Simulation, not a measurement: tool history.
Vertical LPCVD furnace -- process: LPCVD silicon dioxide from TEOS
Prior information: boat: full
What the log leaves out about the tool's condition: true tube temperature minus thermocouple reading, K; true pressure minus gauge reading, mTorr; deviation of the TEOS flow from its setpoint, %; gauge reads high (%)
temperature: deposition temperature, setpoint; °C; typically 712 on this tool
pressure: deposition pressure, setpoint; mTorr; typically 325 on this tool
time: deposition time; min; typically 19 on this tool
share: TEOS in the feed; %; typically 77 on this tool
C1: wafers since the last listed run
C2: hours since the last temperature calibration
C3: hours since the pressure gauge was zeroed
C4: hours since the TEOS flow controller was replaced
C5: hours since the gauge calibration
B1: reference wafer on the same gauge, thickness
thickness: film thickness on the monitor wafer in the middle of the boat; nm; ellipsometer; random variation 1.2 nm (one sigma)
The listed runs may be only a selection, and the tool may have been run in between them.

run 1 hour=0 | temperature=712 pressure=380 time=19 share=77 | C1=0 C2=1617.2 C3=5088.8 C4=7253.8 C5=108.5 | B1=217.68 | thickness=220.68
run 2 hour=6.2 | temperature=712 pressure=325 time=19 share=77 | C1=110 C2=1623.4 C3=5095 C4=7260 C5=114.7 | B1=218.33 | thickness=204.36
run 3 hour=23.7 | temperature=712 pressure=325 time=19 share=77 | C1=312 C2=1640.9 C3=5112.5 C4=7277.5 C5=132.2 | B1=217.73 | thickness=202.19
run 4 hour=30.5 | temperature=712 pressure=325 time=19 share=77 | C1=121 C2=1647.7 C3=5119.3 C4=7284.3 C5=139 | B1=218.04 | thickness=203.42
run 5 hour=46.4 | temperature=712 pressure=325 time=19 share=77 | C1=283 C2=1663.6 C3=5135.2 C4=7300.2 C5=154.9 | B1=218.12 | thickness=203.38
run 6 hour=60.4 | temperature=712 pressure=345 time=19 share=84 | C1=249 C2=1677.6 C3=5149.2 C4=7314.2 C5=168.9 | B1=217.07 | thickness=219.04
run 7 hour=74.7 | temperature=712 pressure=345 time=19 share=84 | C1=255 C2=1691.9 C3=5163.5 C4=7328.5 C5=183.2 | B1=217.87 | thickness=218.53
run 8 hour=83.7 | temperature=712 pressure=345 time=19 share=84 | C1=160 C2=1700.9 C3=5172.5 C4=7337.5 C5=192.2 | B1=218.14 | thickness=218.92
run 9 hour=98 | temperature=712 pressure=325 time=19 share=69 | C1=255 C2=1715.2 C3=5186.8 C4=7351.8 C5=206.5 | B1=217.5 | thickness=192.44
run 10 hour=110 | temperature=712 pressure=325 time=19 share=69 | C1=214 C2=1727.2 C3=5198.8 C4=7363.8 C5=218.5 | B1=218.12 | thickness=190.04
run 11 hour=124.8 | temperature=712 pressure=325 time=19 share=69 | C1=264 C2=1742 C3=5213.6 C4=7378.6 C5=233.3 | B1=217.63 | thickness=193.29
run 12 hour=139.4 | temperature=712 pressure=325 time=19 share=77 | C1=260 C2=1756.6 C3=5228.2 C4=7393.2 C5=247.9 | B1=218.4 | thickness=202.7
run 13 hour=152.8 | temperature=712 pressure=325 time=19 share=77 | C1=239 C2=1770 C3=5241.6 C4=7406.6 C5=261.3 | B1=218.63 | thickness=203.9
run 14 hour=164.4 | temperature=712 pressure=325 time=17 share=77 | C1=207 C2=1781.6 C3=5253.2 C4=7418.2 C5=272.9 | B1=218.52 | thickness=180.61
run 15 hour=181.8 | temperature=722 pressure=385 time=21 share=70 | C1=310 C2=1799 C3=5270.6 C4=7435.6 C5=290.3 | B1=218.64 | thickness=292.85
-- hour=206.1 thermocouples replaced and temperature profile calibrated
-- hour=216 TEOS flow controller replaced
-- hour=228 pressure gauge zeroed
run 16 hour=228.5 | temperature=716 pressure=365 time=24.5 share=83 | C1=14 C2=22.4 C3=0.5 C4=12.5 C5=337 | B1=217.72 | thickness=318.1
run 17 hour=232.7 | temperature=704 pressure=325 time=19 share=63 | C1=74 C2=26.6 C3=4.7 C4=16.7 C5=341.2 | B1=217.71 | thickness=153.82
-- hour=234.2 gauge calibrated
run 18 hour=237 | temperature=712 pressure=325 time=19 share=88 | C1=76 C2=30.9 C3=9 C4=21 C5=2.8 | B1=218.06 | thickness=217.26
run 19 hour=241.3 | temperature=717 pressure=375 time=15 share=66 | C1=76 C2=35.2 C3=13.3 C4=25.3 C5=7.1 | B1=218.09 | thickness=179.71
run 20 hour=245.6 | temperature=721 pressure=405 time=19 share=77 | C1=76 C2=39.5 C3=17.6 C4=29.6 C5=11.4 | B1=218.01 | thickness=276.13
run 21 hour=284.8 | temperature=712 pressure=325 time=19 share=77 | C1=699 C2=78.7 C3=56.8 C4=68.8 C5=50.6 | B1=218.17 | thickness=203.13
run 22 hour=301.6 | temperature=704 pressure=380 time=21.5 share=77 | C1=299 C2=95.5 C3=73.6 C4=85.6 C5=67.4 | B1=217.36 | thickness=208.27
run 23 hour=308.1 | temperature=712 pressure=325 time=19 share=77 | C1=116 C2=102 C3=80.1 C4=92.1 C5=73.9 | B1=218.19 | thickness=204.05
run 24 hour=316.4 | temperature=712 pressure=325 time=19 share=92 | C1=148 C2=110.3 C3=88.4 C4=100.4 C5=82.2 | B1=217.82 | thickness=222.91
run 25 hour=328.8 | temperature=712 pressure=325 time=19 share=77 | C1=221 C2=122.7 C3=100.8 C4=112.8 C5=94.6 | B1=217.84 | thickness=201.1

4 ways to go on from here, each from the tool as it stands after run 25. What would each give?
run A hour=333.2 | temperature=712 pressure=370 time=19 share=77 | C1=78 C2=127.1 C3=105.2 C4=117.2 C5=99 | B1=? | thickness=?
run B hour=333.2 | temperature=702 pressure=290 time=19 share=77 | C1=78 C2=127.1 C3=105.2 C4=117.2 C5=99 | B1=? | thickness=?
run C hour=333.2 | temperature=712 pressure=325 time=26 share=77 | C1=78 C2=127.1 C3=105.2 C4=117.2 C5=99 | B1=? | thickness=?
run D hour=333.2 | temperature=712 pressure=325 time=19 share=64 | C1=78 C2=127.1 C3=105.2 C4=117.2 C5=99 | B1=? | thickness=?

run=A B1=217.77 thickness=218.16
run=B B1=217.77 thickness=153.57
run=C B1=217.77 thickness=279.79
run=D B1=217.77 thickness=186.41
Take away the tool's hidden state, keep each run's random variation, and the runs would have read:
run=A thickness=218.16
run=B thickness=153.57
run=C thickness=279.79
run=D thickness=186.41
